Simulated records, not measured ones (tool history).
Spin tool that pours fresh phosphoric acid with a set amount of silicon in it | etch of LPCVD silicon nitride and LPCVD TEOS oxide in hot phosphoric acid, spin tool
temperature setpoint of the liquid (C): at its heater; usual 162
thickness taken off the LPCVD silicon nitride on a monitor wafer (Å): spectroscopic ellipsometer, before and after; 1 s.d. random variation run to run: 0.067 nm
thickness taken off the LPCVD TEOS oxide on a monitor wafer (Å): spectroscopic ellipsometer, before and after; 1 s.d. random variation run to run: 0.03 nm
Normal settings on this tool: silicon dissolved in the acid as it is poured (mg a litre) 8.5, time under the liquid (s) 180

run	day	temperature setpoint of the liquid (C)	silicon dissolved in the acid as it is poured (mg a litre)	time under the liquid (s)	wafers since the last listed run	hours since the thermometer was replaced	hours since the dissolved silicon flow meter was replaced	hours since the heated supply line was repaired	hours since the gauge calibration	read-back film thickness of the LPCVD silicon nitride reference wafer, read on the same gauge (nm)	read-back film thickness of the LPCVD TEOS oxide reference wafer, read on the same gauge (nm)	thickness taken off the LPCVD silicon nitride on a monitor wafer (Å)	thickness taken off the LPCVD TEOS oxide on a monitor wafer (Å)
1	0	163	14	90	0	869	825.3	3322.9	86.7	30.03	139.99	91.7	2.84
2	0.65	160	8.5	180	90	884.6	840.9	3338.5	102.3	30	140.028	167.2	5.73
# day 2.521: thermometer replaced
3	2.646	162	13	130	272	3	888.8	3386.4	150.2	30.01	139.974	122	3.74
4	3.171	163.5	8.5	250	73	15.6	901.4	3399	162.8	30.02	139.988	248.9	9.19
# day 3.529: heated supply line repaired
5	3.842	162	8.5	180	87	31.7	917.5	7.5	178.9	29.99	139.993	171.1	5.71
6	4.292	163	11	80	62	42.5	928.3	18.3	189.7	30	140.032	78.5	2.64
7	4.625	162	8.5	180	46	50.5	936.3	26.3	197.7	30	139.997	170.6	5.61
8	5.025	159.5	8.5	100	55	60.1	945.9	35.9	207.3	29.99	140.003	87.7	2.67
9	5.288	162	8.5	180	36	66.4	952.2	42.2	213.6	29.96	139.952	170.3	5.17
# day 5.412: dissolved silicon flow meter replaced
10	5.667	160	8.5	90	47	75.5	6.1	51.3	222.7	30	140	79.8	2.44
11	6.021	162	8.5	180	49	84	14.6	59.8	231.2	30	139.995	171.8	5.61
12	6.358	162	8.5	180	47	92.1	22.7	67.9	239.3	29.97	140.004	170.7	5.52
13	6.65	162	8.5	180	40	99.1	29.7	74.9	246.3	30.01	139.977	170.4	5.36
14	7.321	162	11.5	265	93	115.2	45.8	91	262.4	30	140.006	252.3	7.26
15	7.912	160	13	135	82	129.4	60	105.2	276.6	29.97	139.974	120.5	3.58
16	8.55	163	8.5	135	88	144.7	75.3	120.5	291.9	29.96	140.008	133.9	4.75
17	8.867	163	13.5	180	44	152.3	82.9	128.1	299.5	29.99	139.978	177.3	5.74
18	9.25	162	8.5	115	53	161.5	92.1	137.3	308.7	30.04	140.056	109.5	3.89
19	9.921	162	5.5	180	93	177.6	108.2	153.4	324.8	29.99	140.01	172.7	6.32
20	10.383	160.5	5	290	64	188.7	119.3	164.5	335.9	29.95	139.956	264.7	9.45
# day 10.429: gauge calibrated
21	10.771	161	8.5	180	54	198	128.6	173.8	8.2	30.01	140.024	166	5.27

Consider 5 possible next runs. They are alternatives, not a sequence: every one starts from the tool as it was left by run 21. What does each give?
A	10.792	159	8.5	180	2	198.5	129.1	174.3	8.7	?	?	?	?
B	10.792	165	8.5	180	2	198.5	129.1	174.3	8.7	?	?	?	?
C	10.792	163	5.5	150	2	198.5	129.1	174.3	8.7	?	?	?	?
D	10.792	162	11.5	215	2	198.5	129.1	174.3	8.7	?	?	?	?
E	10.792	164.5	14	95	2	198.5	129.1	174.3	8.7	?	?	?	?

run	read-back film thickness of the LPCVD silicon nitride reference wafer, read on the same gauge (nm)	read-back film thickness of the LPCVD TEOS oxide reference wafer, read on the same gauge (nm)	thickness taken off the LPCVD silicon nitride on a monitor wafer (Å)	thickness taken off the LPCVD TEOS oxide on a monitor wafer (Å)
A	29.99	139.992	155.5	4.89
B	29.99	139.992	189.8	7.6
C	29.99	139.992	148.1	5.83
D	29.99	139.992	205.3	6.82
E	29.99	139.992	98.5	3.41
Had the tool no hidden state, the same runs would have come out as:
run	thickness taken off the LPCVD silicon nitride on a monitor wafer (Å)	thickness taken off the LPCVD TEOS oxide on a monitor wafer (Å)
A	153.5	4.76
B	187.4	7.39
C	146.2	5.67
D	202.7	6.64
E	97.3	3.32
